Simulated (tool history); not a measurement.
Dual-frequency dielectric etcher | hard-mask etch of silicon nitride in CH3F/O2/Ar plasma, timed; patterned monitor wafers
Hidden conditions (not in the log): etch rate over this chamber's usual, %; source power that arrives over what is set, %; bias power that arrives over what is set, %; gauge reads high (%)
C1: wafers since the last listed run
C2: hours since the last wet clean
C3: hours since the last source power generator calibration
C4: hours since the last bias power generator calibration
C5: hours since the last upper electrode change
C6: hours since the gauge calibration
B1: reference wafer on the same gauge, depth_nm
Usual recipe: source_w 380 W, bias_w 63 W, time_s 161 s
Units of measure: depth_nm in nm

{"run": 1, "hour": 0.0, "source_w": 380, "bias_w": 63, "time_s": 136, "C1": 0, "C2": 213.5, "C3": 4552.4, "C4": 2163.9, "C5": 2105.4, "C6": 641.8, "B1": 88.5, "depth_nm": 81.1}
{"run": 2, "hour": 32.5, "source_w": 380, "bias_w": 63, "time_s": 136, "C1": 192, "C2": 246, "C3": 4584.9, "C4": 2196.4, "C5": 2137.9, "C6": 674.3, "B1": 88.3, "depth_nm": 80.8}
{"run": 3, "hour": 46.4, "source_w": 430, "bias_w": 74, "time_s": 161, "C1": 82, "C2": 259.9, "C3": 4598.8, "C4": 2210.3, "C5": 2151.8, "C6": 688.2, "B1": 88.3, "depth_nm": 104.9}
{"hour": 53.9, "done": "bias power generator calibrated"}
{"run": 4, "hour": 73.6, "source_w": 380, "bias_w": 63, "time_s": 161, "C1": 137, "C2": 287.1, "C3": 4626, "C4": 19.7, "C5": 2179, "C6": 715.4, "B1": 88.4, "depth_nm": 95.9}
{"run": 5, "hour": 101.6, "source_w": 380, "bias_w": 63, "time_s": 161, "C1": 166, "C2": 315.1, "C3": 4654, "C4": 47.7, "C5": 2207, "C6": 743.4, "B1": 88.3, "depth_nm": 95.8}
{"run": 6, "hour": 114.1, "source_w": 380, "bias_w": 63, "time_s": 161, "C1": 74, "C2": 327.6, "C3": 4666.5, "C4": 60.2, "C5": 2219.5, "C6": 755.9, "B1": 88.2, "depth_nm": 96.6}
{"run": 7, "hour": 131.0, "source_w": 380, "bias_w": 63, "time_s": 161, "C1": 100, "C2": 344.5, "C3": 4683.4, "C4": 77.1, "C5": 2236.4, "C6": 772.8, "B1": 88.3, "depth_nm": 96.6}
{"run": 8, "hour": 147.1, "source_w": 380, "bias_w": 63, "time_s": 161, "C1": 95, "C2": 360.6, "C3": 4699.5, "C4": 93.2, "C5": 2252.5, "C6": 788.9, "B1": 88.5, "depth_nm": 96.5}
{"run": 9, "hour": 160.9, "source_w": 380, "bias_w": 63, "time_s": 161, "C1": 81, "C2": 374.4, "C3": 4713.3, "C4": 107, "C5": 2266.3, "C6": 802.7, "B1": 88.5, "depth_nm": 96.3}
{"run": 10, "hour": 176.0, "source_w": 380, "bias_w": 63, "time_s": 161, "C1": 89, "C2": 389.5, "C3": 4728.4, "C4": 122.1, "C5": 2281.4, "C6": 817.8, "B1": 88.4, "depth_nm": 96}
{"run": 11, "hour": 206.8, "source_w": 380, "bias_w": 58, "time_s": 182, "C1": 182, "C2": 420.3, "C3": 4759.2, "C4": 152.9, "C5": 2312.2, "C6": 848.6, "B1": 88.5, "depth_nm": 107}
{"hour": 226.8, "done": "gauge calibrated"}
{"run": 12, "hour": 242.1, "source_w": 480, "bias_w": 48, "time_s": 175.5, "C1": 209, "C2": 455.6, "C3": 4794.5, "C4": 188.2, "C5": 2347.5, "C6": 15.3, "B1": 88.5, "depth_nm": 109.8}
{"hour": 278.3, "done": "source power generator calibrated"}
{"run": 13, "hour": 282.5, "source_w": 290, "bias_w": 63, "time_s": 122.5, "C1": 216, "C2": 496, "C3": 4.2, "C4": 228.6, "C5": 2387.9, "C6": 55.7, "B1": 88.4, "depth_nm": 64.5}
{"run": 14, "hour": 298.8, "source_w": 380, "bias_w": 56, "time_s": 161, "C1": 96, "C2": 512.3, "C3": 20.5, "C4": 244.9, "C5": 2404.2, "C6": 72, "B1": 88.4, "depth_nm": 93.7}
{"run": 15, "hour": 323.5, "source_w": 350, "bias_w": 56, "time_s": 141, "C1": 146, "C2": 537, "C3": 45.2, "C4": 269.6, "C5": 2428.9, "C6": 96.7, "B1": 88.5, "depth_nm": 79.4}
{"hour": 361.6, "done": "wet clean of the chamber"}
{"run": 16, "hour": 362.1, "source_w": 380, "bias_w": 63, "time_s": 161, "C1": 86, "C2": 0.5, "C3": 83.8, "C4": 308.2, "C5": 2467.5, "C6": 135.3, "B1": 88.5, "depth_nm": 96.5}
{"hour": 391.1, "done": "upper electrode replaced"}
{"run": 17, "hour": 391.6, "source_w": 300, "bias_w": 63, "time_s": 161, "C1": 32, "C2": 30, "C3": 113.3, "C4": 337.7, "C5": 0.5, "C6": 164.8, "B1": 88.4, "depth_nm": 87}
{"run": 18, "hour": 410.8, "source_w": 430, "bias_w": 52, "time_s": 194.5, "C1": 113, "C2": 49.2, "C3": 132.5, "C4": 356.9, "C5": 19.7, "C6": 184, "B1": 88.3, "depth_nm": 117.9}

Expected results for the next run?
{"run": 19, "hour": 429.8, "source_w": 380, "bias_w": 73, "time_s": 161, "C1": 112, "C2": 68.2, "C3": 151.5, "C4": 375.9, "C5": 38.7, "C6": 203, "B1": "?", "depth_nm": "?"}

Run 19 came out at B1 88.4, depth_nm 99 nm.
If the tool had no hidden condition, the same run with the same run-to-run variation would have returned depth_nm 99 nm.
